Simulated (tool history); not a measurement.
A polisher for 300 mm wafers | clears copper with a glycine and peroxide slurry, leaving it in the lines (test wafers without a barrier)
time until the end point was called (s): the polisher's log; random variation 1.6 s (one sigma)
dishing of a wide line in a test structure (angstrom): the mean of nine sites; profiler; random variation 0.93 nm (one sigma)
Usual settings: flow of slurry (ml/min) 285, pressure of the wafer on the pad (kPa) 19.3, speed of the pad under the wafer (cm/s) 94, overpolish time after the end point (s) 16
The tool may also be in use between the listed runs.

run	hour	flow of slurry (ml/min)	pressure of the wafer on the pad (kPa)	speed of the pad under the wafer (cm/s)	overpolish time after the end point (s)	wafers since the last listed run	wafers polished on this pad	hours since the slurry nozzle was cleaned	hours since the head pressure was calibrated	incoming thickness of the incoming film, nm	time until the end point was called (s)	dishing of a wide line in a test structure (angstrom)
1	0.0	285	19.3	86	16	0	1581	197.8	176.2	568.3	115.7	494
# hour 0.3: worn pad replaced by a new one
2	30.7	285	24.1	94	16	281	281	228.5	206.9	560.8	87.4	627
3	81.2	285	24.1	94	16	466	747	279.0	257.4	565.8	89.0	602
4	147.7	285	24.1	94	16	613	1360	345.5	323.9	569.4	89.9	598
5	182.9	285	19.3	94	16	324	1685	380.7	359.1	580.1	110.9	518
# hour 215.7: worn pad replaced by a new one
6	232.9	285	19.3	94	16	424	158	430.7	409.1	574.8	110.7	511
# hour 236.2: slurry nozzle cleaned
7	279.3	240	19.3	94	21	419	577	43.1	455.5	561.3	105.8	635
8	337.7	240	19.3	94	21	539	1116	101.5	513.9	577.3	109.4	627
9	374.2	240	19.3	94	21	336	1453	138.0	550.4	566.9	106.8	626
10	412.0	285	15.9	94	16	348	1802	175.8	588.2	571.2	123.7	460
# hour 430.3: worn pad replaced by a new one
11	437.7	285	15.9	94	16	200	68	201.5	613.9	563.9	121.1	473
12	484.9	285	25.5	94	16	435	503	248.7	661.1	571.7	81.3	629
# hour 513.9: head pressure recalibrated
13	550.4	285	25.5	66	7	586	1089	314.2	36.5	578.6	117.1	252
14	574.8	320	15.2	122	16	225	1315	338.6	60.9	571.1	102.4	521
# hour 615.3: worn pad replaced by a new one
15	615.8	285	19.3	94	16	341	4	379.6	101.9	564.9	107.3	515
16	679.4	285	19.3	94	16	587	591	443.2	165.5	568.3	109.7	515
17	710.2	235	25.5	114	23	284	876	474.0	196.3	569.5	78.7	816
# hour 719.5: slurry nozzle cleaned
18	748.8	285	19.3	94	16	347	1223	29.3	234.9	575.1	104.2	527
# hour 801.8: worn pad replaced by a new one
19	879.0	285	22.1	94	23	1164	712	159.5	365.1	573.8	93.6	704
20	910.4	285	19.3	116	16	289	1002	190.9	396.5	564.9	86.9	592
21	957.2	325	19.3	84	16	431	1434	237.7	443.3	570.2	110.7	508
# hour 1016.4: worn pad replaced by a new one
22	1028.1	285	19.3	94	16	617	108	308.6	514.2	573.2	108.0	520

Hidden state at the last listed run before each entry between runs and at the first one after, where it differs:
Between runs 1 and 2: worn pad replaced by a new one (hour 0.3)
  slurry flow missing at the pad, %: 21.5 -> 24
  measured less the result without the state, time until the end point was called (s): +3.3 -> +2.9; dishing of a wide line in a test structure (angstrom): -11 -> -15
Between runs 5 and 6: worn pad replaced by a new one (hour 215.7)
  slurry flow missing at the pad, %: 36.5 -> 40.6
  measured less the result without the state, time until the end point was called (s): +6.7 -> +8.0; dishing of a wide line in a test structure (angstrom): -25 -> -29
Between runs 6 and 7: slurry nozzle cleaned (hour 236.2)
  slurry flow missing at the pad, %: 40.6 -> 6.35
  measured less the result without the state, time until the end point was called (s): +8.0 -> +0.9; dishing of a wide line in a test structure (angstrom): -29 -> -4
Between runs 10 and 11: worn pad replaced by a new one (hour 430.3)
  slurry flow missing at the pad, %: 17.2 -> 19.3
  measured less the result without the state, time until the end point was called (s): +2.7 -> +3.1; dishing of a wide line in a test structure (angstrom): -8 -> -9
Between runs 12 and 13: head pressure recalibrated (hour 513.9)
  slurry flow missing at the pad, %: 23.2 -> 28.6
  measured less the result without the state, time until the end point was called (s): +2.6 -> +5.0; dishing of a wide line in a test structure (angstrom): -14 -> -10
Between runs 14 and 15: worn pad replaced by a new one (hour 615.3)
  slurry flow missing at the pad, %: 30.6 -> 33.9
  measured less the result without the state, time until the end point was called (s): +4.3 -> +5.8; dishing of a wide line in a test structure (angstrom): -16 -> -21
Between runs 17 and 18: slurry nozzle cleaned (hour 719.5)
  slurry flow missing at the pad, %: 41.7 -> 4.08
  measured less the result without the state, time until the end point was called (s): +7.2 -> +0.4; dishing of a wide line in a test structure (angstrom): -42 -> -1
Between runs 18 and 19: worn pad replaced by a new one (hour 801.8)
  slurry flow missing at the pad, %: 4.08 -> 14.8
  measured less the result without the state, time until the end point was called (s): +0.4 -> +1.7; dishing of a wide line in a test structure (angstrom): -1 -> -8
Between runs 21 and 22: worn pad replaced by a new one (hour 1016.4)
  slurry flow missing at the pad, %: 21.2 -> 27
  measured less the result without the state, time until the end point was called (s): +2.7 -> +4.2; dishing of a wide line in a test structure (angstrom): -10 -> -16
